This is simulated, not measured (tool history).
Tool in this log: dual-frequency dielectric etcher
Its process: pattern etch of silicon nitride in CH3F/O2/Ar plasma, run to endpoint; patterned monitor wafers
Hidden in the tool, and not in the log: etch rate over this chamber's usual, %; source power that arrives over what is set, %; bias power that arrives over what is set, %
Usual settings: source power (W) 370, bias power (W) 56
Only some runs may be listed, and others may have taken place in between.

run    hour  source power (W)  bias power (W)  wafers since the last listed run  hours since the last wet clean  hours since the last source power generator calibration  hours since the last bias power generator calibration  hours since the last upper electrode change  incoming incoming film thickness, nm  endpoint time (s)
  1       0               370              56                                 0                           362.2                                                   2269.4                                                 1587.2                                       1124.5                                 30.88               55.8
  2    66.6               430              56                               885                           428.8                                                     2336                                                 1653.8                                       1191.1                                 31.08               54.7
  3   143.1               430              56                              1016                           505.3                                                   2412.5                                                 1730.3                                       1267.6                                 30.45               53.8
  4   241.8               370              56                              1311                             604                                                   2511.2                                                   1829                                       1366.3                                 30.76                 56
  5   280.8               370              56                               518                             643                                                   2550.2                                                   1868                                       1405.3                                 30.42               54.9
      372.5  -- wet clean of the chamber
  6     373               370              56                               906                             0.5                                                   2642.4                                                 1960.2                                       1497.5                                 30.98               56.4
  7   463.6               370              63                              1204                            91.1                                                     2733                                                 2050.8                                       1588.1                                 30.82               54.6
  8   524.8               370              56                               813                           152.3                                                   2794.2                                                   2112                                       1649.3                                 30.62               55.6
  9   592.4               370              56                               898                           219.9                                                   2861.8                                                 2179.6                                       1716.9                                  30.6               55.8
      629.9  -- source power generator calibrated
 10   651.7               370              56                               735                           279.2                                                     21.8                                                 2238.9                                       1776.2                                 30.71               55.7
 11   699.5               370              56                               635                             327                                                     69.6                                                 2286.7                                         1824                                 30.59               55.8
 12   797.6               350              56                              1304                           425.1                                                    167.7                                                 2384.8                                       1922.1                                 30.73               56.3
      816.3  -- bias power generator calibrated
 13   843.9               350              56                               562                           471.4                                                      214                                                   27.6                                       1968.4                                    31               56.9
 14   882.2               350              56                               509                           509.7                                                    252.3                                                   65.9                                       2006.7                                 30.19               55.8
     1001.3  -- wet clean of the chamber
 15  1001.8               430              62                              1270                             0.5                                                    371.9                                                  185.5                                       2126.3                                 30.41               52.6
 16  1079.3               450              64                              1030                              78                                                    449.4                                                    263                                       2203.8                                 30.72               52.2
 17  1169.9               370              51                              1204                           168.6                                                      540                                                  353.6                                       2294.4                                 30.57               56.4
 18  1454.2               450              68                              3779                           452.9                                                    824.3                                                  637.9                                       2578.7                                 30.72               51.8
 19  1531.1               340              56                              1022                           529.8                                                    901.2                                                  714.8                                       2655.6                                  30.6               56.3
       1586  -- wet clean of the chamber
     1611.3  -- upper electrode replaced
 20  1740.5               410              43                              2145                           154.5                                                   1110.6                                                  924.2                                        129.2                                 30.52               56.9
 21  1813.9               410              43                               975                           227.9                                                     1184                                                  997.6                                        202.6                                 30.89               57.4
 22  1876.3               320              42                               829                           290.3                                                   1246.4                                                   1060                                          265                                 30.77               60.4
 23  1940.7               370              56                               856                           354.7                                                   1310.8                                                 1124.4                                        329.4                                 30.81                 56
 24  1987.6               300              51                               623                           401.6                                                   1357.7                                                 1171.3                                        376.3                                 30.76               59.1
 25  2058.8               370              56                               946                           472.8                                                   1428.9                                                 1242.5                                        447.5                                 30.66               55.7
 26  2098.6               420              47                               529                           512.6                                                   1468.7                                                 1282.3                                        487.3                                 30.66               55.8
     2291.1  -- wet clean of the chamber
 27  2358.1               280              61                              3130                              67                                                   1728.2                                                 1541.8                                        746.8                                 30.59               57.8
 28  2405.1               370              56                               624                             114                                                   1775.2                                                 1588.8                                        793.8                                 30.86                 56
 29  2560.1               290              45                              2060                             269                                                   1930.2                                                 1743.8                                        948.8                                 30.38               59.6
 30  2642.3               320              56                              1092                           351.2                                                   2012.4                                                   1826                                         1031                                 30.27               56.4
 31  2728.3               370              56                              1143                           437.2                                                   2098.4                                                   1912                                         1117                                  30.3                 55
 32  2821.7               440              43                              1241                           530.6                                                   2191.8                                                 2005.4                                       1210.4                                 30.82               56.5
     2875.2  -- wet clean of the chamber
 33  2875.7               370              56                               398                             0.5                                                   2245.8                                                 2059.4                                       1264.4                                  30.4               55.2
     2902.8  -- source power generator calibrated
 34  2934.2               370              56                               724                              59                                                     31.4                                                 2117.9                                       1322.9                                 30.92                 56
 35  2970.7               320              64                               485                            95.5                                                     67.9                                                 2154.4                                       1359.4                                 30.61               55.9

The tool's hidden state at each run:
etch rate over this chamber's usual, %: 0 on each run
source power that arrives over what is set, %: 0 on each run
bias power that arrives over what is set, %: 0 on each run
